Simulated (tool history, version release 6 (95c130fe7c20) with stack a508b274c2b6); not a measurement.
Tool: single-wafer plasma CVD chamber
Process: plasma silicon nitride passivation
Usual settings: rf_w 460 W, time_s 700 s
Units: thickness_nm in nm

| run | hour | rf_w | time_s | wafers since the last listed run | hours since the last RF generator calibration | hours since the showerhead was replaced | hours since the gauge calibration | read-back reference wafer on the same gauge, thickness_nm | thickness_nm |
|---|---|---|---|---|---|---|---|---|---|
| 1 | 0.0 | 430 | 700 | 0 | 894.5 | 8021.0 | 118.9 | 832.260 | 920.997 |
| 2 | 10.3 | 430 | 700 | 31 | 904.8 | 8031.3 | 129.2 | 831.508 | 919.986 |
| 3 | 17.4 | 460 | 700 | 21 | 911.9 | 8038.4 | 136.3 | 832.472 | 952.808 |
| 4 | 32.0 | 460 | 700 | 43 | 926.5 | 8053.0 | 150.9 | 831.852 | 952.179 |
| 5 | 48.3 | 460 | 700 | 49 | 942.8 | 8069.3 | 167.2 | 831.167 | 945.456 |
| 6 | 56.9 | 460 | 739 | 25 | 951.4 | 8077.9 | 175.8 | 831.935 | 994.786 |
| 7 | 73.5 | 460 | 739 | 49 | 968.0 | 8094.5 | 192.4 | 832.822 | 1000.204 |
| 8 | 83.3 | 460 | 700 | 29 | 977.8 | 8104.3 | 202.2 | 832.220 | 940.717 |
| 9 | 90.0 | 460 | 700 | 20 | 984.5 | 8111.0 | 208.9 | 832.253 | 942.978 |
| 10 | 100.6 | 460 | 700 | 31 | 995.1 | 8121.6 | 219.5 | 831.689 | 949.677 |
| 11 | 108.5 | 460 | 731 | 23 | 1003.0 | 8129.5 | 227.4 | 832.177 | 990.247 |
| 12 | 116.3 | 460 | 700 | 23 | 1010.8 | 8137.3 | 235.2 | 832.888 | 949.039 |
| 13 | 126.5 | 460 | 700 | 30 | 1021.0 | 8147.5 | 245.4 | 832.087 | 948.730 |
| 14 | 138.3 | 460 | 700 | 35 | 1032.8 | 8159.3 | 257.2 | 832.588 | 937.488 |
| 15 | 145.8 | 460 | 700 | 22 | 1040.3 | 8166.8 | 264.7 | 832.443 | 949.164 |
| 16 | 152.5 | 460 | 700 | 20 | 1047.0 | 8173.5 | 271.4 | 832.125 | 945.684 |
| 17 | 167.1 | 505 | 700 | 43 | 1061.6 | 8188.1 | 286.0 | 831.958 | 981.884 |
| 18 | 177.5 | 460 | 700 | 31 | 1072.0 | 8198.5 | 296.4 | 831.378 | 943.447 |
| 19 | 187.8 | 405 | 822 | 31 | 1082.3 | 8208.8 | 306.7 | 831.539 | 1040.913 |
| 20 | 197.4 | 385 | 800 | 28 | 1091.9 | 8218.4 | 316.3 | 830.831 | 997.809 |
|  | 216.7 | showerhead replaced |
| 21 | 239.2 | 460 | 700 | 101 | 1133.7 | 22.5 | 358.1 | 832.704 | 945.002 |
| 22 | 249.5 | 515 | 700 | 31 | 1144.0 | 32.8 | 368.4 | 832.321 | 994.570 |
| 23 | 265.6 | 505 | 816 | 48 | 1160.1 | 48.9 | 384.5 | 832.957 | 1145.989 |
|  | 275.6 | RF generator calibrated |
| 24 | 282.2 | 460 | 700 | 25 | 6.6 | 65.5 | 401.1 | 832.215 | 939.152 |
| 25 | 296.0 | 385 | 700 | 41 | 20.4 | 79.3 | 414.9 | 831.509 | 874.072 |
|  | 301.5 | gauge calibrated |
| 26 | 307.4 | 400 | 624 | 34 | 31.8 | 90.7 | 5.9 | 831.865 | 790.479 |
| 27 | 322.1 | 425 | 700 | 44 | 46.5 | 105.4 | 20.6 | 831.709 | 913.615 |
| 28 | 336.3 | 525 | 818 | 42 | 60.7 | 119.6 | 34.8 | 832.314 | 1173.255 |
| 29 | 351.9 | 460 | 700 | 46 | 76.3 | 135.2 | 50.4 | 831.965 | 949.186 |
| 30 | 369.6 | 485 | 607 | 53 | 94.0 | 152.9 | 68.1 | 831.484 | 843.920 |
| 31 | 380.4 | 460 | 625 | 32 | 104.8 | 163.7 | 78.9 | 831.311 | 842.933 |
| 32 | 389.1 | 460 | 700 | 26 | 113.5 | 172.4 | 87.6 | 832.065 | 944.036 |
| 33 | 416.7 | 510 | 821 | 83 | 141.1 | 200.0 | 115.2 | 832.830 | 1160.342 |
| 34 | 430.5 | 460 | 700 | 41 | 154.9 | 213.8 | 129.0 | 832.472 | 945.943 |
| 35 | 445.4 | 490 | 665 | 44 | 169.8 | 228.7 | 143.9 | 832.111 | 915.968 |

How the hidden state differs across the entries between the runs, from the last listed run before each to the first after it:
Between runs 20 and 21: showerhead replaced (hour 216.7)
  no hidden state differs between the two runs
Between runs 23 and 24: RF generator calibrated (hour 275.6)
  no hidden state differs between the two runs
Between runs 25 and 26: gauge calibrated (hour 301.5)
  no hidden state differs between the two runs
